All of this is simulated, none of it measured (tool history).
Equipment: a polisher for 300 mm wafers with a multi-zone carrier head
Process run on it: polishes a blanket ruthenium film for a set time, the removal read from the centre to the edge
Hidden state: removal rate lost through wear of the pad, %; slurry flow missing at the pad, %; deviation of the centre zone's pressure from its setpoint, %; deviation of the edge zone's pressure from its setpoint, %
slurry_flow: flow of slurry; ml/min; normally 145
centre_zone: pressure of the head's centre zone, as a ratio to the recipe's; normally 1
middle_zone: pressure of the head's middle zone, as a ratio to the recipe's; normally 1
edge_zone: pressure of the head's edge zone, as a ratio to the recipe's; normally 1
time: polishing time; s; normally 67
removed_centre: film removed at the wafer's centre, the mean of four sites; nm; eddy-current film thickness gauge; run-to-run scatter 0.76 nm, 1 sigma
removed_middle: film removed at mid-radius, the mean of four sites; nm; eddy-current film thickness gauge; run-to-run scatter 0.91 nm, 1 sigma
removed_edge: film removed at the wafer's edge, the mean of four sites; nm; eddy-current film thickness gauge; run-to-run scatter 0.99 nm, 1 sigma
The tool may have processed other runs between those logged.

run,hour,slurry_flow,centre_zone,middle_zone,edge_zone,time,wafers since the last listed run,wafers polished on this pad,hours since the slurry nozzle was cleaned,hours since the centre zone pressure was calibrated,hours since the edge zone pressure was calibrated,hours since the carrier head's membrane was replaced,"incoming thickness of the incoming film, nm",removed_centre,removed_middle,removed_edge
1,0,145,1,1,1,62,0,1299,236.6,711.1,872.6,1523,636.9,62.3,67.5,66.3
# hour 45: slurry nozzle cleaned
# hour 52.7: worn pad replaced by a new one
2,54.9,145,1,1,1,62,285,12,9.9,766,927.5,1577.9,631.3,62.9,65,64.6
3,101.6,145,1,1,1,62,267,279,56.6,812.7,974.2,1624.6,648.1,64,63.6,65.2
# hour 164.1: edge zone pressure recalibrated
4,165.2,145,1,1,1,59,352,632,120.2,876.3,1.1,1688.2,644.6,60,62.2,62.2
5,231.7,145,1.03,1,1,53,381,1013,186.7,942.8,67.6,1754.7,633,56.2,55.9,54
# hour 244.3: centre zone pressure recalibrated
# hour 275.3: carrier head's membrane replaced by a new one
6,278.4,145,1.03,1,1,53,227,1241,233.4,34.1,114.3,3.1,651.2,56.8,55.8,55.4
7,329.4,145,1.03,1,1,53,292,1533,284.4,85.1,165.3,54.1,632.3,56.6,56.1,55.5
# hour 338.3: worn pad replaced by a new one
# hour 349.2: slurry nozzle cleaned
8,442.7,145,1.05,1,1.05,67,620,592,93.5,198.4,278.6,167.4,644.7,71.8,71.3,71.5
9,487.9,145,1,1,1,67,258,851,138.7,243.6,323.8,212.6,632.3,67.9,71.1,68.1
10,546.9,145,1,1,1,67,338,1189,197.7,302.6,382.8,271.6,645.2,69.5,70.5,70.3
# hour 569.4: worn pad replaced by a new one
11,589.7,145,1,1,1.06,67,222,116,240.5,345.4,425.6,314.4,642.8,68.1,71.4,72
12,633,160,0.89,1.09,1.1,67,248,364,283.8,388.7,468.9,357.7,637.1,61.4,76,75.1
# hour 643.4: slurry nozzle cleaned
13,668.2,145,1,1,1,67,195,560,24.8,423.9,504.1,392.9,632.1,68,72.7,70.2
14,700.5,145,1,1,1,67,185,745,57.1,456.2,536.4,425.2,639.1,69,71.4,71.1
15,744.7,145,0.93,1,1.05,53,253,998,101.3,500.4,580.6,469.4,638.2,50.2,54.3,56.9
16,807.7,145,0.89,1,1,82,360,1359,164.3,563.4,643.6,532.4,638.8,73.9,87.4,85.6
17,854.3,145,1.05,1,1,67,267,1626,210.9,610,690.2,579,639,71.5,71.6,71.1
# hour 858.7: worn pad replaced by a new one
18,912.2,130,0.89,0.95,1,57,308,306,268.8,667.9,748.1,636.9,648.8,50.3,57,59.2
# hour 951.3: slurry nozzle cleaned
19,970.3,120,1.12,1,0.95,67,327,633,19,726,806.2,695,634.9,75.3,69.1,66.7
20,1004,145,1.09,1.03,0.91,81,193,826,52.7,759.7,839.9,728.7,643.4,90.2,88.2,80.1
# hour 1007.2: centre zone pressure recalibrated
21,1047.5,195,0.93,1,1,67,237,1064,96.2,40.3,883.4,772.2,642.7,65.4,71.9,71.3
22,1072.7,145,1,1,1,67,144,1208,121.4,65.5,908.6,797.4,651,68.1,70.1,69.7

Across each entry between runs, compare the hidden state at the last listed run before it with the hidden state at the first listed run after it:
Runs 1 to 2: slurry nozzle cleaned (hour 45); worn pad replaced by a new one (hour 52.7)
  both runs share identical hidden conditions
Runs 3 to 4: edge zone pressure recalibrated (hour 164.1)
  both runs share identical hidden conditions
Runs 5 to 6: centre zone pressure recalibrated (hour 244.3); carrier head's membrane replaced by a new one (hour 275.3)
  both runs share identical hidden conditions
Runs 7 to 8: worn pad replaced by a new one (hour 338.3); slurry nozzle cleaned (hour 349.2)
  both runs share identical hidden conditions
Runs 10 to 11: worn pad replaced by a new one (hour 569.4)
  both runs share identical hidden conditions
Runs 12 to 13: slurry nozzle cleaned (hour 643.4)
  both runs share identical hidden conditions
Runs 17 to 18: worn pad replaced by a new one (hour 858.7)
  both runs share identical hidden conditions
Runs 18 to 19: slurry nozzle cleaned (hour 951.3)
  both runs share identical hidden conditions
Runs 20 to 21: centre zone pressure recalibrated (hour 1007.2)
  both runs share identical hidden conditions
